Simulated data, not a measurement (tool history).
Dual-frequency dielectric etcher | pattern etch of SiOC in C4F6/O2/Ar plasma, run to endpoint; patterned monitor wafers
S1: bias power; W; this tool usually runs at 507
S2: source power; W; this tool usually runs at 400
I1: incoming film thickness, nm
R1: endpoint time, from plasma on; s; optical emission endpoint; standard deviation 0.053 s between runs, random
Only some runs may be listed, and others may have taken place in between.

run 1 hour=0 | S1=507 S2=460 | I1=24.91 | R1=8
run 2 hour=42.2 | S1=507 S2=460 | I1=24.75 | R1=8
run 3 hour=136.2 | S1=507 S2=400 | I1=25.01 | R1=8.4
run 4 hour=202.7 | S1=507 S2=400 | I1=25.1 | R1=8.6
run 5 hour=269.8 | S1=441 S2=400 | I1=24.87 | R1=9.2
run 6 hour=350.7 | S1=441 S2=400 | I1=24.83 | R1=9.2
run 7 hour=433 | S1=441 S2=400 | I1=24.86 | R1=9.1
-- hour=543 wet clean of the chamber
run 8 hour=543.5 | S1=507 S2=400 | I1=25.12 | R1=8.6
run 9 hour=594.7 | S1=507 S2=400 | I1=24.57 | R1=8.4
run 10 hour=697.9 | S1=507 S2=400 | I1=25.07 | R1=8.5
-- hour=741.8 source power generator calibrated
run 11 hour=759.4 | S1=507 S2=400 | I1=25.05 | R1=8.6
run 12 hour=808.9 | S1=507 S2=400 | I1=24.59 | R1=8.4
run 13 hour=890.4 | S1=507 S2=400 | I1=24.9 | R1=8.5
run 14 hour=972.8 | S1=507 S2=420 | I1=25.02 | R1=8.4
run 15 hour=1050.9 | S1=507 S2=420 | I1=24.86 | R1=8.5
-- hour=1123.5 wet clean of the chamber
run 16 hour=1261.7 | S1=549 S2=400 | I1=25.04 | R1=8.3
run 17 hour=1363 | S1=381 S2=400 | I1=24.79 | R1=10.2
run 18 hour=1466.8 | S1=507 S2=400 | I1=25.22 | R1=8.8
run 19 hour=1556.1 | S1=507 S2=400 | I1=24.9 | R1=8.6
run 20 hour=1596 | S1=568 S2=370 | I1=24.99 | R1=8.3
run 21 hour=1682 | S1=441 S2=400 | I1=24.71 | R1=9.4
-- hour=1781.5 wet clean of the chamber
run 22 hour=1782 | S1=507 S2=400 | I1=24.76 | R1=8.6
run 23 hour=1862.1 | S1=507 S2=400 | I1=24.77 | R1=8.7
run 24 hour=1959.6 | S1=472 S2=320 | I1=24.97 | R1=9.6
-- hour=2053.8 upper electrode replaced
run 25 hour=2054.3 | S1=560 S2=400 | I1=24.87 | R1=8.2
-- hour=2061.7 bias power generator calibrated
run 26 hour=2135.9 | S1=507 S2=400 | I1=24.77 | R1=8.3
run 27 hour=2223.9 | S1=507 S2=400 | I1=25.16 | R1=8.5
run 28 hour=2319.5 | S1=402 S2=340 | I1=24.92 | R1=10.2
-- hour=2363.3 wet clean of the chamber
run 29 hour=2423.2 | S1=559 S2=330 | I1=24.84 | R1=8.3
run 30 hour=2476.8 | S1=428 S2=370 | I1=24.94 | R1=9.6
run 31 hour=2523.9 | S1=461 S2=480 | I1=24.58 | R1=8.2
run 32 hour=2618.1 | S1=628 S2=340 | I1=24.99 | R1=7.8
run 33 hour=2690.8 | S1=545 S2=370 | I1=24.95 | R1=8.3

What will run 34 give?
run 34 hour=2794.8 | S1=507 S2=350 | I1=24.88 | R1=?

Run 34 produced R1 8.7 s.
With no hidden state in the tool, this same run would have given R1 8.6 s.
